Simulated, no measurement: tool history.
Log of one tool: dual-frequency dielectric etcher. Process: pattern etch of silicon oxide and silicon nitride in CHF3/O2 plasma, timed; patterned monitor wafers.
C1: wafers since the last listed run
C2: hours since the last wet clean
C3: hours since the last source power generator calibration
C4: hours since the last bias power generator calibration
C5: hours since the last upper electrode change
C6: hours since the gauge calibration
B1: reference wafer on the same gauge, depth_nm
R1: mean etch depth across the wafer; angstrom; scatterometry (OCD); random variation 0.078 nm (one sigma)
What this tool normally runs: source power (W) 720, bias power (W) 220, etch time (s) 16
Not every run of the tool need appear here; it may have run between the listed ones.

{"run": 1, "hour": 0.0, "source power (W)": 720, "bias power (W)": 188, "etch time (s)": 16, "C1": 0, "C2": 156.5, "C3": 2272.8, "C4": 4009.6, "C5": 1733.2, "C6": 1249.4, "B1": 24.09, "R1": 243}
{"hour": 40.4, "done": "gauge calibrated"}
{"run": 2, "hour": 194.0, "source power (W)": 720, "bias power (W)": 188, "etch time (s)": 16, "C1": 3660, "C2": 350.5, "C3": 2466.8, "C4": 4203.6, "C5": 1927.2, "C6": 153.6, "B1": 24.1, "R1": 244.5}
{"run": 3, "hour": 229.1, "source power (W)": 720, "bias power (W)": 220, "etch time (s)": 16, "C1": 662, "C2": 385.6, "C3": 2501.9, "C4": 4238.7, "C5": 1962.3, "C6": 188.7, "B1": 24.11, "R1": 267}
{"hour": 283.3, "done": "bias power generator calibrated"}
{"hour": 286.4, "done": "upper electrode replaced, of another model than before"}
{"run": 4, "hour": 286.9, "source power (W)": 720, "bias power (W)": 220, "etch time (s)": 16, "C1": 955, "C2": 443.4, "C3": 2559.7, "C4": 3.6, "C5": 0.5, "C6": 246.5, "B1": 24.11, "R1": 260}
{"hour": 355.3, "done": "wet clean of the chamber"}
{"run": 5, "hour": 355.8, "source power (W)": 720, "bias power (W)": 220, "etch time (s)": 16, "C1": 847, "C2": 0.5, "C3": 2628.6, "C4": 72.5, "C5": 69.4, "C6": 315.4, "B1": 24.07, "R1": 261}
{"run": 6, "hour": 398.9, "source power (W)": 720, "bias power (W)": 220, "etch time (s)": 16, "C1": 813, "C2": 43.6, "C3": 2671.7, "C4": 115.6, "C5": 112.5, "C6": 358.5, "B1": 24.11, "R1": 261.4}
{"run": 7, "hour": 445.7, "source power (W)": 540, "bias power (W)": 220, "etch time (s)": 16, "C1": 883, "C2": 90.4, "C3": 2718.5, "C4": 162.4, "C5": 159.3, "C6": 405.3, "B1": 24.11, "R1": 224.6}
{"run": 8, "hour": 488.2, "source power (W)": 600, "bias power (W)": 269, "etch time (s)": 14.5, "C1": 802, "C2": 132.9, "C3": 2761, "C4": 204.9, "C5": 201.8, "C6": 447.8, "B1": 24.08, "R1": 248}
{"run": 9, "hour": 556.8, "source power (W)": 570, "bias power (W)": 178, "etch time (s)": 14.5, "C1": 1294, "C2": 201.5, "C3": 2829.6, "C4": 273.5, "C5": 270.4, "C6": 516.4, "B1": 24.08, "R1": 177}
{"run": 10, "hour": 616.9, "source power (W)": 720, "bias power (W)": 235, "etch time (s)": 20.5, "C1": 1134, "C2": 261.6, "C3": 2889.7, "C4": 333.6, "C5": 330.5, "C6": 576.5, "B1": 24.1, "R1": 351.5}
{"run": 11, "hour": 660.2, "source power (W)": 600, "bias power (W)": 220, "etch time (s)": 16, "C1": 817, "C2": 304.9, "C3": 2933, "C4": 376.9, "C5": 373.8, "C6": 619.8, "B1": 24.11, "R1": 240.7}
{"run": 12, "hour": 687.1, "source power (W)": 840, "bias power (W)": 189, "etch time (s)": 17.5, "C1": 507, "C2": 331.8, "C3": 2959.9, "C4": 403.8, "C5": 400.7, "C6": 646.7, "B1": 24.12, "R1": 276.8}
{"run": 13, "hour": 713.6, "source power (W)": 800, "bias power (W)": 235, "etch time (s)": 16, "C1": 500, "C2": 358.3, "C3": 2986.4, "C4": 430.3, "C5": 427.2, "C6": 673.2, "B1": 24.09, "R1": 290.5}
{"run": 14, "hour": 779.1, "source power (W)": 550, "bias power (W)": 197, "etch time (s)": 12.5, "C1": 1236, "C2": 423.8, "C3": 3051.9, "C4": 495.8, "C5": 492.7, "C6": 738.7, "B1": 24.14, "R1": 164}
{"run": 15, "hour": 808.2, "source power (W)": 720, "bias power (W)": 220, "etch time (s)": 16, "C1": 549, "C2": 452.9, "C3": 3081, "C4": 524.9, "C5": 521.8, "C6": 767.8, "B1": 24.1, "R1": 263.7}
{"run": 16, "hour": 857.6, "source power (W)": 600, "bias power (W)": 248, "etch time (s)": 11.5, "C1": 932, "C2": 502.3, "C3": 3130.4, "C4": 574.3, "C5": 571.2, "C6": 817.2, "B1": 24.13, "R1": 188.5}
{"run": 17, "hour": 927.8, "source power (W)": 720, "bias power (W)": 239, "etch time (s)": 19.5, "C1": 1324, "C2": 572.5, "C3": 3200.6, "C4": 644.5, "C5": 641.4, "C6": 887.4, "B1": 24.12, "R1": 342.5}
{"run": 18, "hour": 969.3, "source power (W)": 640, "bias power (W)": 262, "etch time (s)": 16, "C1": 783, "C2": 614, "C3": 3242.1, "C4": 686, "C5": 682.9, "C6": 928.9, "B1": 24.09, "R1": 280.4}
{"hour": 1007.4, "done": "wet clean of the chamber"}
{"run": 19, "hour": 1040.8, "source power (W)": 550, "bias power (W)": 266, "etch time (s)": 17.5, "C1": 896, "C2": 33.4, "C3": 3313.6, "C4": 757.5, "C5": 754.4, "C6": 1000.4, "B1": 24.06, "R1": 286.6}
{"run": 20, "hour": 1082.8, "source power (W)": 720, "bias power (W)": 220, "etch time (s)": 16, "C1": 792, "C2": 75.4, "C3": 3355.6, "C4": 799.5, "C5": 796.4, "C6": 1042.4, "B1": 24.12, "R1": 264.7}
{"hour": 1092.7, "done": "source power generator calibrated"}
{"run": 21, "hour": 1151.9, "source power (W)": 570, "bias power (W)": 185, "etch time (s)": 18, "C1": 1228, "C2": 144.5, "C3": 59.2, "C4": 868.6, "C5": 865.5, "C6": 1111.5, "B1": 24.08, "R1": 229.6}
{"run": 22, "hour": 1176.2, "source power (W)": 840, "bias power (W)": 189, "etch time (s)": 17.5, "C1": 458, "C2": 168.8, "C3": 83.5, "C4": 892.9, "C5": 889.8, "C6": 1135.8, "B1": 24.09, "R1": 278.9}
{"run": 23, "hour": 1312.6, "source power (W)": 720, "bias power (W)": 220, "etch time (s)": 16, "C1": 2574, "C2": 305.2, "C3": 219.9, "C4": 1029.3, "C5": 1026.2, "C6": 1272.2, "B1": 24.13, "R1": 267.5}
{"run": 24, "hour": 1382.2, "source power (W)": 550, "bias power (W)": 220, "etch time (s)": 14, "C1": 1313, "C2": 374.8, "C3": 289.5, "C4": 1098.9, "C5": 1095.8, "C6": 1341.8, "B1": 24.11, "R1": 201.8}
{"run": 25, "hour": 1453.6, "source power (W)": 720, "bias power (W)": 262, "etch time (s)": 16, "C1": 1347, "C2": 446.2, "C3": 360.9, "C4": 1170.3, "C5": 1167.2, "C6": 1413.2, "B1": 24.12, "R1": 298.3}
{"run": 26, "hour": 1496.2, "source power (W)": 720, "bias power (W)": 220, "etch time (s)": 16, "C1": 803, "C2": 488.8, "C3": 403.5, "C4": 1212.9, "C5": 1209.8, "C6": 1455.8, "B1": 24.11, "R1": 265.8}
{"hour": 1529.4, "done": "gauge calibrated"}
{"hour": 1542.2, "done": "wet clean of the chamber"}
{"run": 27, "hour": 1542.7, "source power (W)": 620, "bias power (W)": 258, "etch time (s)": 19, "C1": 424, "C2": 0.5, "C3": 450, "C4": 1259.4, "C5": 1256.3, "C6": 13.3, "B1": 24.09, "R1": 326.1}
{"run": 28, "hour": 1586.6, "source power (W)": 720, "bias power (W)": 220, "etch time (s)": 16, "C1": 828, "C2": 44.4, "C3": 493.9, "C4": 1303.3, "C5": 1300.2, "C6": 57.2, "B1": 24.11, "R1": 266.6}
{"run": 29, "hour": 1635.0, "source power (W)": 720, "bias power (W)": 183, "etch time (s)": 19, "C1": 913, "C2": 92.8, "C3": 542.3, "C4": 1351.7, "C5": 1348.6, "C6": 105.6, "B1": 24.09, "R1": 274.7}
{"run": 30, "hour": 1847.9, "source power (W)": 630, "bias power (W)": 255, "etch time (s)": 18, "C1": 4017, "C2": 305.7, "C3": 755.2, "C4": 1564.6, "C5": 1561.5, "C6": 318.5, "B1": 24.12, "R1": 311.4}

Measured less the same run without the tool's hidden state. The same run-to-run variation is in both; the gauge's scatter may not be:
Hidden state at play: etch rate over this chamber's usual, %; source power that arrives over what is set, %; bias power that arrives over what is set, %; gauge reads high (%).
run=1 R1=+6.2
run=2 R1=+6.3
run=3 R1=+7.3
run=4 R1=+1.2
run=5 R1=+1.7
run=6 R1=+1.9
run=7 R1=+2
run=8 R1=+2.7
run=9 R1=+1.8
run=10 R1=+4.6
run=11 R1=+3.4
run=12 R1=+3.6
run=13 R1=+4.4
run=14 R1=+2.6
run=15 R1=+4.4
run=16 R1=+3.5
run=17 R1=+6.7
run=18 R1=+5.8
run=19 R1=+6.4
run=20 R1=+5.6
run=21 R1=+4.7
run=22 R1=+5.7
run=23 R1=+6.4
run=24 R1=+5.1
run=25 R1=+8.2
run=26 R1=+7
run=27 R1=+9.4
run=28 R1=+7.2
run=29 R1=+6.9
run=30 R1=+9.8
